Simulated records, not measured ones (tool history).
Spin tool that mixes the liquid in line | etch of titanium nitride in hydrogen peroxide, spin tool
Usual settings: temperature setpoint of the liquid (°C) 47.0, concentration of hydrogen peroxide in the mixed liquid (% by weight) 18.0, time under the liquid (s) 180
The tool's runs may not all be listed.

| run | hour | temperature setpoint of the liquid (°C) | concentration of hydrogen peroxide in the mixed liquid (% by weight) | time under the liquid (s) | read-back film thickness of the titanium nitride reference wafer, read on the same gauge (nm) | thickness taken off the titanium nitride on a monitor wafer (angstrom) |
|---|---|---|---|---|---|---|
| 1 | 0.0 | 47.0 | 16.0 | 180 | 149.99 | 43.9 |
| 2 | 10.6 | 47.0 | 16.0 | 180 | 149.99 | 44.0 |
| 3 | 21.0 | 47.0 | 18.0 | 180 | 150.00 | 45.1 |
| 4 | 27.6 | 47.0 | 18.0 | 180 | 150.01 | 44.6 |
| 5 | 50.5 | 47.0 | 18.0 | 180 | 149.97 | 44.6 |
| 6 | 56.6 | 43.0 | 21.0 | 180 | 149.96 | 34.1 |
| 7 | 65.1 | 43.0 | 21.0 | 180 | 150.00 | 34.1 |
|  | 69.8 | gauge calibrated |
|  | 73.4 | peroxide flow meter replaced |
| 8 | 75.9 | 43.0 | 21.0 | 180 | 149.98 | 34.3 |
|  | 86.5 | new drum of peroxide connected |
| 9 | 93.2 | 47.0 | 18.0 | 180 | 150.01 | 44.8 |
| 10 | 101.3 | 47.0 | 18.0 | 180 | 149.99 | 44.4 |
|  | 106.5 | heated supply line repaired |
| 11 | 109.5 | 40.0 | 21.5 | 250 | 149.99 | 30.9 |
|  | 119.2 | thermometer replaced |
| 12 | 122.7 | 41.5 | 18.0 | 180 | 150.01 | 24.1 |
| 13 | 132.4 | 47.0 | 23.0 | 80 | 150.00 | 17.2 |
|  | 144.3 | heated supply line repaired, repeated, since the last time left the tool worse |
| 14 | 149.3 | 54.5 | 18.0 | 180 | 149.97 | 92.8 |
| 15 | 158.1 | 41.0 | 14.0 | 180 | 150.00 | 32.8 |
| 16 | 175.7 | 52.0 | 19.5 | 150 | 149.98 | 66.2 |
| 17 | 187.1 | 47.0 | 18.0 | 180 | 149.96 | 54.0 |

4 ways to go on from here, each from the tool as it stands after run 17. What would each give?
| A | 187.6 | 47.0 | 18.0 | 180 | ? | ? |
| B | 187.6 | 47.0 | 20.0 | 240 | ? | ? |
| C | 187.6 | 39.5 | 18.0 | 180 | ? | ? |
| D | 187.6 | 47.0 | 18.0 | 245 | ? | ? |

| run | read-back film thickness of the titanium nitride reference wafer, read on the same gauge (nm) | thickness taken off the titanium nitride on a monitor wafer (angstrom) |
|---|---|---|
| A | 150.05 | 53.9 |
| B | 150.05 | 73.5 |
| C | 150.05 | 30.6 |
| D | 150.05 | 73.4 |
Without the tool's hidden state the same runs would have given:
| run | thickness taken off the titanium nitride on a monitor wafer (angstrom) |
|---|---|
| A | 54.1 |
| B | 73.8 |
| C | 30.8 |
| D | 73.7 |
